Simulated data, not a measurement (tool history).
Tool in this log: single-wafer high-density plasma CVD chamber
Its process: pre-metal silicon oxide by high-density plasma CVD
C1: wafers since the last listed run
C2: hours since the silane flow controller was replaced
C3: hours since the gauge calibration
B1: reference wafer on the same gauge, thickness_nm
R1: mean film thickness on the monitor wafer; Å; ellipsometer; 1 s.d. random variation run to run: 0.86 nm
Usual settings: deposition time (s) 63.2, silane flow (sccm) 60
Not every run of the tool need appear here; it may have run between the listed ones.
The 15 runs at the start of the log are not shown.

{"run": 16, "hour": 1301.1, "deposition time (s)": 59.8, "silane flow (sccm)": 60, "C1": 1022, "C2": 4193.5, "C3": 66.5, "B1": 299.112, "R1": 3158.71}
{"run": 17, "hour": 1390.2, "deposition time (s)": 63.2, "silane flow (sccm)": 60, "C1": 1598, "C2": 4282.6, "C3": 155.6, "B1": 299.266, "R1": 3329.89}
{"run": 18, "hour": 1452.3, "deposition time (s)": 63.2, "silane flow (sccm)": 60, "C1": 1113, "C2": 4344.7, "C3": 217.7, "B1": 299.02, "R1": 3353.65}
{"run": 19, "hour": 1491.3, "deposition time (s)": 63.2, "silane flow (sccm)": 60, "C1": 699, "C2": 4383.7, "C3": 256.7, "B1": 298.905, "R1": 3344.43}
{"hour": 1544.8, "done": "silane flow controller replaced"}
{"run": 20, "hour": 1555.0, "deposition time (s)": 63.2, "silane flow (sccm)": 60, "C1": 999, "C2": 10.2, "C3": 320.4, "B1": 298.77, "R1": 3449.37}
{"run": 21, "hour": 1600.2, "deposition time (s)": 63.2, "silane flow (sccm)": 60, "C1": 810, "C2": 55.4, "C3": 365.6, "B1": 298.977, "R1": 3443.03}
{"run": 22, "hour": 1652.6, "deposition time (s)": 63.2, "silane flow (sccm)": 60, "C1": 939, "C2": 107.8, "C3": 418.0, "B1": 298.776, "R1": 3428.71}
{"run": 23, "hour": 1748.6, "deposition time (s)": 63.2, "silane flow (sccm)": 60, "C1": 1722, "C2": 203.8, "C3": 514.0, "B1": 299.437, "R1": 3433.31}
{"run": 24, "hour": 1845.8, "deposition time (s)": 53.9, "silane flow (sccm)": 65, "C1": 1743, "C2": 301.0, "C3": 611.2, "B1": 299.18, "R1": 3154.74}
{"run": 25, "hour": 1909.8, "deposition time (s)": 72.8, "silane flow (sccm)": 60, "C1": 1148, "C2": 365.0, "C3": 675.2, "B1": 298.773, "R1": 3958.59}
{"run": 26, "hour": 1982.7, "deposition time (s)": 72.7, "silane flow (sccm)": 53, "C1": 1307, "C2": 437.9, "C3": 748.1, "B1": 299.054, "R1": 3483.75}
{"run": 27, "hour": 2075.4, "deposition time (s)": 63.2, "silane flow (sccm)": 67, "C1": 1662, "C2": 530.6, "C3": 840.8, "B1": 298.962, "R1": 3812.39}
{"run": 28, "hour": 2132.3, "deposition time (s)": 50.7, "silane flow (sccm)": 67, "C1": 1020, "C2": 587.5, "C3": 897.7, "B1": 299.093, "R1": 3071.24}
{"run": 29, "hour": 2220.8, "deposition time (s)": 51.3, "silane flow (sccm)": 60, "C1": 1587, "C2": 676.0, "C3": 986.2, "B1": 299.118, "R1": 2773.39}
{"run": 30, "hour": 2267.7, "deposition time (s)": 63.2, "silane flow (sccm)": 53, "C1": 841, "C2": 722.9, "C3": 1033.1, "B1": 299.022, "R1": 3030.16}
{"run": 31, "hour": 2307.6, "deposition time (s)": 70.3, "silane flow (sccm)": 70, "C1": 715, "C2": 762.8, "C3": 1073.0, "B1": 299.091, "R1": 4442.75}
{"run": 32, "hour": 2413.8, "deposition time (s)": 58.1, "silane flow (sccm)": 56, "C1": 1905, "C2": 869.0, "C3": 1179.2, "B1": 298.913, "R1": 2938.68}
{"run": 33, "hour": 2491.0, "deposition time (s)": 56.5, "silane flow (sccm)": 49, "C1": 1384, "C2": 946.2, "C3": 1256.4, "B1": 299.033, "R1": 2493.37}
{"run": 34, "hour": 2557.4, "deposition time (s)": 63.2, "silane flow (sccm)": 70, "C1": 1191, "C2": 1012.6, "C3": 1322.8, "B1": 298.934, "R1": 3987.5}
{"run": 35, "hour": 2598.9, "deposition time (s)": 56.5, "silane flow (sccm)": 49, "C1": 744, "C2": 1054.1, "C3": 1364.3, "B1": 298.835, "R1": 2484.89}
{"run": 36, "hour": 2897.9, "deposition time (s)": 54.6, "silane flow (sccm)": 50, "C1": 5363, "C2": 1353.1, "C3": 1663.3, "B1": 299.12, "R1": 2445.49}

What will run 37 give?
{"run": 37, "hour": 2957.0, "deposition time (s)": 71.8, "silane flow (sccm)": 54, "C1": 1060, "C2": 1412.2, "C3": 1722.4, "B1": "?", "R1": "?"}

Run 37 measured B1 299.267, R1 3473.64 Å.
If the tool had no hidden condition, the same run with the same run-to-run variation would have returned R1 3505.16 Å.

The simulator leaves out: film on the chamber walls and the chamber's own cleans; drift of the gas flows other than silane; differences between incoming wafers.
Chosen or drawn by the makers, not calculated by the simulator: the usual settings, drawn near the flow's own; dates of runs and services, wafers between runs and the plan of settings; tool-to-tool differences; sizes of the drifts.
